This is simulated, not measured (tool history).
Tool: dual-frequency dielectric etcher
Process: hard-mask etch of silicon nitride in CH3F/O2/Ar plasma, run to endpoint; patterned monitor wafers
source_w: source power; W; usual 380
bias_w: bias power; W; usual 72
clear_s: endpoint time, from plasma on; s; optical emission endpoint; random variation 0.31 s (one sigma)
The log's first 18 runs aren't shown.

run,hour,source_w,bias_w,wafers since the last listed run,hours since the last wet clean,hours since the last source power generator calibration,hours since the last bias power generator calibration,hours since the last upper electrode change,"incoming incoming film thickness, nm",clear_s
19,497.6,310,80,401,149.5,136.1,199.8,5071.1,52.9,81.2
20,532.8,300,63,535,184.7,171.3,235,5106.3,52.7,91.3
# hour 576.1: upper electrode replaced, of another model than before
21,576.6,420,90,301,228.5,215.1,278.8,0.5,52.5,72.1
22,594.2,350,79,267,246.1,232.7,296.4,18.1,52.6,78
23,629.5,430,63,537,281.4,268,331.7,53.4,52.7,81.8
24,645.9,430,67,249,297.8,284.4,348.1,69.8,52.2,79.6
25,668.5,380,80,343,320.4,307,370.7,92.4,52.6,76.8
26,686.6,380,72,275,338.5,325.1,388.8,110.5,52.8,80.4
27,720.6,380,72,517,372.5,359.1,422.8,144.5,51.9,78.5
28,756.1,380,72,540,408,394.6,458.3,180,53.1,80.1
29,781.1,470,79,380,433,419.6,483.3,205,52.4,73.4
# hour 821.8: wet clean of the chamber
30,822.3,310,80,261,0.5,460.8,524.5,246.2,52.7,80.7
31,838.5,290,72,246,16.7,477,540.7,262.4,52.5,83.9
32,867.6,470,84,442,45.8,506.1,569.8,291.5,52.5,73.5
33,900.4,310,85,499,78.6,538.9,602.6,324.3,52.6,78
34,934.6,450,88,520,112.8,573.1,636.8,358.5,52.3,72.4
35,1038.2,420,57,1576,216.4,676.7,740.4,462.1,52.8,85.8

4 ways to go on from here, each from the tool as it stands after run 35. What would each give?
A,1038.6,380,72,6,216.8,677.1,740.8,462.5,52.8,?
B,1038.6,420,72,6,216.8,677.1,740.8,462.5,52.8,?
C,1038.6,460,72,6,216.8,677.1,740.8,462.5,52.8,?
D,1038.6,280,72,6,216.8,677.1,740.8,462.5,52.8,?

run,clear_s
A,79.8
B,78.4
C,77.1
D,83.7
Without the tool's hidden state the same runs would have given:
run,clear_s
A,80.3
B,78.9
C,77.6
D,84.2

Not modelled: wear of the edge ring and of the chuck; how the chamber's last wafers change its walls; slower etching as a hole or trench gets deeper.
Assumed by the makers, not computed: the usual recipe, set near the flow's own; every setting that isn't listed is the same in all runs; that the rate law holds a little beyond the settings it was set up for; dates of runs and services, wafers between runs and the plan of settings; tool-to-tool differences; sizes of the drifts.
